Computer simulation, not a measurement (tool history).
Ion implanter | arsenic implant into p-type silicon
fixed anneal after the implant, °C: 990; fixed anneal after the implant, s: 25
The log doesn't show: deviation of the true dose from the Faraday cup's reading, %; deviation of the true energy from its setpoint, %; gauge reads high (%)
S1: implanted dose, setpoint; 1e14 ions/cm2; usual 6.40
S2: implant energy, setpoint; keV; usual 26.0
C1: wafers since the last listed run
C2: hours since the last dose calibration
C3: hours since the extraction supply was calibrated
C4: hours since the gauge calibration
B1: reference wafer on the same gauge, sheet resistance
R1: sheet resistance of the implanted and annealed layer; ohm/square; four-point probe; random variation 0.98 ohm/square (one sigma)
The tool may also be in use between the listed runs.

| run | hour | S1 | S2 | C1 | C2 | C3 | C4 | B1 | R1 |
|---|---|---|---|---|---|---|---|---|---|
| 1 | 0.0 | 6.40 | 26.0 | 0 | 226.9 | 2964.0 | 1389.8 | 149.94 | 168.98 |
| 2 | 55.5 | 6.40 | 26.0 | 1229 | 282.4 | 3019.5 | 1445.3 | 149.72 | 169.48 |
| 3 | 106.9 | 6.40 | 26.0 | 1138 | 333.8 | 3070.9 | 1496.7 | 149.93 | 169.35 |
| 4 | 141.4 | 6.40 | 32.0 | 764 | 368.3 | 3105.4 | 1531.2 | 150.09 | 162.21 |
| 5 | 171.1 | 7.60 | 22.5 | 658 | 398.0 | 3135.1 | 1560.9 | 149.93 | 153.41 |
| 6 | 213.2 | 7.60 | 22.5 | 932 | 440.1 | 3177.2 | 1603.0 | 150.17 | 154.63 |
| 7 | 256.0 | 7.60 | 22.5 | 948 | 482.9 | 3220.0 | 1645.8 | 149.98 | 153.84 |
| 8 | 290.8 | 6.40 | 26.0 | 771 | 517.7 | 3254.8 | 1680.6 | 149.81 | 166.11 |
|  | 323.7 | Faraday cup replaced and dose calibrated |
| 9 | 344.6 | 6.40 | 26.0 | 1014 | 20.9 | 3308.6 | 1734.4 | 150.22 | 164.18 |
| 10 | 529.7 | 6.40 | 26.0 | 4101 | 206.0 | 3493.7 | 1919.5 | 149.94 | 164.36 |
| 11 | 574.1 | 5.62 | 22.0 | 983 | 250.4 | 3538.1 | 1963.9 | 149.88 | 186.43 |
| 12 | 600.5 | 6.40 | 26.0 | 584 | 276.8 | 3564.5 | 1990.3 | 150.05 | 163.54 |
| 13 | 637.9 | 6.40 | 26.0 | 828 | 314.2 | 3601.9 | 2027.7 | 150.24 | 164.08 |
| 14 | 666.1 | 5.75 | 29.5 | 624 | 342.4 | 3630.1 | 2055.9 | 149.84 | 172.22 |
| 15 | 715.4 | 5.75 | 29.5 | 1092 | 391.7 | 3679.4 | 2105.2 | 149.83 | 172.54 |
|  | 744.0 | extraction supply calibrated |
| 16 | 759.6 | 5.75 | 29.5 | 802 | 435.9 | 15.6 | 2149.4 | 150.12 | 171.73 |
| 17 | 812.0 | 6.40 | 26.0 | 1160 | 488.3 | 68.0 | 2201.8 | 150.07 | 162.38 |
|  | 852.4 | Faraday cup replaced and dose calibrated, repeated, since the last time left the tool worse |
|  | 862.3 | gauge calibrated |
| 18 | 865.4 | 5.79 | 33.0 | 1005 | 13.0 | 121.4 | 3.1 | 150.15 | 175.16 |
| 19 | 915.2 | 6.40 | 26.0 | 1103 | 62.8 | 171.2 | 52.9 | 150.03 | 169.90 |
| 20 | 967.1 | 6.40 | 26.0 | 1149 | 114.7 | 223.1 | 104.8 | 149.77 | 170.09 |
| 21 | 1034.1 | 6.40 | 26.0 | 1484 | 181.7 | 290.1 | 171.8 | 149.81 | 168.45 |
| 22 | 1094.9 | 6.40 | 34.0 | 1347 | 242.5 | 350.9 | 232.6 | 150.13 | 162.38 |
| 23 | 1150.0 | 6.40 | 34.0 | 1220 | 297.6 | 406.0 | 287.7 | 149.93 | 160.38 |
| 24 | 1221.1 | 7.56 | 30.0 | 1575 | 368.7 | 477.1 | 358.8 | 150.02 | 144.65 |
| 25 | 1289.4 | 4.73 | 17.5 | 1513 | 437.0 | 545.4 | 427.1 | 150.01 | 223.13 |
| 26 | 1341.5 | 7.38 | 26.0 | 1154 | 489.1 | 597.5 | 479.2 | 150.10 | 151.88 |
| 27 | 1384.5 | 6.40 | 29.0 | 952 | 532.1 | 640.5 | 522.2 | 149.91 | 164.19 |
| 28 | 1409.7 | 7.74 | 26.0 | 558 | 557.3 | 665.7 | 547.4 | 149.89 | 147.03 |
| 29 | 1467.6 | 5.55 | 26.0 | 1282 | 615.2 | 723.6 | 605.3 | 149.87 | 184.10 |
|  | 1526.2 | Faraday cup replaced and dose calibrated |
| 30 | 1535.1 | 6.40 | 26.0 | 1318 | 8.9 | 791.1 | 672.8 | 149.88 | 168.95 |
| 31 | 1581.2 | 8.01 | 30.0 | 1021 | 55.0 | 837.2 | 718.9 | 150.16 | 140.11 |
| 32 | 1629.0 | 6.40 | 26.0 | 1059 | 102.8 | 885.0 | 766.7 | 149.98 | 170.90 |
| 33 | 1667.3 | 6.40 | 26.0 | 848 | 141.1 | 923.3 | 805.0 | 150.03 | 170.63 |
| 34 | 1712.6 | 5.36 | 21.5 | 1003 | 186.4 | 968.6 | 850.3 | 150.10 | 199.66 |
| 35 | 1783.9 | 5.69 | 30.5 | 1579 | 257.7 | 1039.9 | 921.6 | 149.95 | 180.10 |
| 36 | 1821.0 | 5.19 | 30.0 | 821 | 294.8 | 1077.0 | 958.7 | 150.04 | 192.22 |
| 37 | 1992.5 | 6.40 | 20.5 | 3799 | 466.3 | 1248.5 | 1130.2 | 149.79 | 174.49 |
| 38 | 2032.9 | 5.87 | 34.5 | 895 | 506.7 | 1288.9 | 1170.6 | 150.07 | 170.81 |

3 ways to go on from here, each from the tool as it stands after run 38. What would each give?
| A | 2033.3 | 6.40 | 26.0 | 8 | 507.1 | 1289.3 | 1171.0 | ? | ? |
| B | 2033.3 | 5.31 | 17.0 | 8 | 507.1 | 1289.3 | 1171.0 | ? | ? |
| C | 2033.3 | 7.83 | 21.5 | 8 | 507.1 | 1289.3 | 1171.0 | ? | ? |

| run | B1 | R1 |
|---|---|---|
| A | 149.82 | 169.48 |
| B | 149.82 | 206.73 |
| C | 149.82 | 153.91 |
Without the tool's hidden state the same runs would have given:
| run | R1 |
|---|---|
| A | 171.65 |
| B | 209.29 |
| C | 155.62 |

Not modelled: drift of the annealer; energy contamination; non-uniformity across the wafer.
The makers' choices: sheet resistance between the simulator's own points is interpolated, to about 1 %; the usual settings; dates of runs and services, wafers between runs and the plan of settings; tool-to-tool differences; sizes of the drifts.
